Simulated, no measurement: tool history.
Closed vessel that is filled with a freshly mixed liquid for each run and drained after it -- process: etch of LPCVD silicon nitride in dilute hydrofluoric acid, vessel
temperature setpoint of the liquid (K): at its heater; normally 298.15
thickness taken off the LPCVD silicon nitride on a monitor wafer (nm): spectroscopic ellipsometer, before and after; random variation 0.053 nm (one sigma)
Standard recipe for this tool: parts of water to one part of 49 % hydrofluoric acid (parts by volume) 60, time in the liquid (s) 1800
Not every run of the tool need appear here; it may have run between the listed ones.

run,hour,temperature setpoint of the liquid (K),parts of water to one part of 49 % hydrofluoric acid (parts by volume),time in the liquid (s),"read-back film thickness of the LPCVD silicon nitride reference wafer, read on the same gauge (nm)",thickness taken off the LPCVD silicon nitride on a monitor wafer (nm)
1,0.0,298.15,60,1800,29.99,14.64
2,63.0,298.15,60,1800,30.01,14.64
3,93.4,298.15,60,1800,30.02,14.67
4,127.2,298.15,60,1800,30.01,14.60
5,160.9,298.15,40,1800,29.97,21.78
6,190.6,298.15,40,1800,30.01,21.66
7,239.9,294.65,60,1800,29.96,11.46
8,252.2,294.65,60,1800,29.98,11.52
9,286.6,298.15,60,1800,30.01,14.50
10,305.6,298.15,60,1800,30.00,14.48
# hour 324.1: gauge calibrated
11,343.2,298.15,60,1800,30.01,14.59
12,361.9,298.15,60,1800,30.00,14.43
13,374.3,298.15,60,2270,29.98,18.31
14,437.0,298.15,40,1080,29.98,12.79
15,457.2,298.15,50,1375,30.01,13.16
# hour 463.4: thermometer replaced
16,488.9,298.15,60,1800,30.02,14.42
17,501.3,293.65,40,2785,30.01,24.43
18,525.5,298.15,60,1800,29.99,14.40
19,551.8,300.65,85,2225,30.00,14.76
20,574.5,299.65,60,1800,30.03,15.85
# hour 579.2: hydrofluoric acid flow meter replaced
21,607.6,302.65,70,1515,30.00,14.65
22,693.5,301.15,50,2735,30.00,33.46
23,706.7,298.15,60,1800,30.04,15.07
24,719.4,301.15,60,2365,29.99,24.15
25,743.3,294.65,30,1800,30.01,23.24
26,765.0,298.15,60,1800,29.98,15.09
# hour 784.4: gauge calibrated
27,793.9,299.65,60,1800,29.97,16.67
28,812.7,302.65,60,1800,30.00,20.18
29,829.5,298.15,45,1800,30.01,19.94
30,854.4,296.15,60,2350,29.99,17.15
31,882.9,298.15,60,1800,29.99,15.01

Selected run-to-run steps in thickness taken off the LPCVD silicon nitride on a monitor wafer (nm), each split into two signed amounts: the part the tool would show with no hidden state at all (from settings, incoming material and random variation), and the remainder, which goes to the hidden state together with any gauge scatter not common to the measured and the hidden-state-free results:
Hidden state at play: liquid hotter than its thermometer reads (K); hydrofluoric acid flow below the setpoint (%); gauge reads high (%).
Run 6 -> 7: temperature setpoint of the liquid (K) 298.15 -> 294.65, parts of water to one part of 49 % hydrofluoric acid (parts by volume) 40 -> 60. thickness taken off the LPCVD silicon nitride on a monitor wafer (nm) -10.20: hidden state +0.45, all else -10.65.
Run 16 -> 17: temperature setpoint of the liquid (K) 298.15 -> 293.65, parts of water to one part of 49 % hydrofluoric acid (parts by volume) 60 -> 40, time in the liquid (s) 1800 -> 2785. thickness taken off the LPCVD silicon nitride on a monitor wafer (nm) +10.01: hidden state -0.57, all else +10.58.
Run 17 -> 18: temperature setpoint of the liquid (K) 293.65 -> 298.15, parts of water to one part of 49 % hydrofluoric acid (parts by volume) 40 -> 60, time in the liquid (s) 2785 -> 1800. thickness taken off the LPCVD silicon nitride on a monitor wafer (nm) -10.03: hidden state +0.55, all else -10.58.
Run 20 -> 21: temperature setpoint of the liquid (K) 299.65 -> 302.65, parts of water to one part of 49 % hydrofluoric acid (parts by volume) 60 -> 70, time in the liquid (s) 1800 -> 1515, hydrofluoric acid flow meter replaced. thickness taken off the LPCVD silicon nitride on a monitor wafer (nm) -1.20: hidden state +0.86, all else -2.06.
Run 21 -> 22: temperature setpoint of the liquid (K) 302.65 -> 301.15, parts of water to one part of 49 % hydrofluoric acid (parts by volume) 70 -> 50, time in the liquid (s) 1515 -> 2735. thickness taken off the LPCVD silicon nitride on a monitor wafer (nm) +18.81: hidden state -0.25, all else +19.06.
Run 22 -> 23: temperature setpoint of the liquid (K) 301.15 -> 298.15, parts of water to one part of 49 % hydrofluoric acid (parts by volume) 50 -> 60, time in the liquid (s) 2735 -> 1800. thickness taken off the LPCVD silicon nitride on a monitor wafer (nm) -18.39: hidden state +0.20, all else -18.59.

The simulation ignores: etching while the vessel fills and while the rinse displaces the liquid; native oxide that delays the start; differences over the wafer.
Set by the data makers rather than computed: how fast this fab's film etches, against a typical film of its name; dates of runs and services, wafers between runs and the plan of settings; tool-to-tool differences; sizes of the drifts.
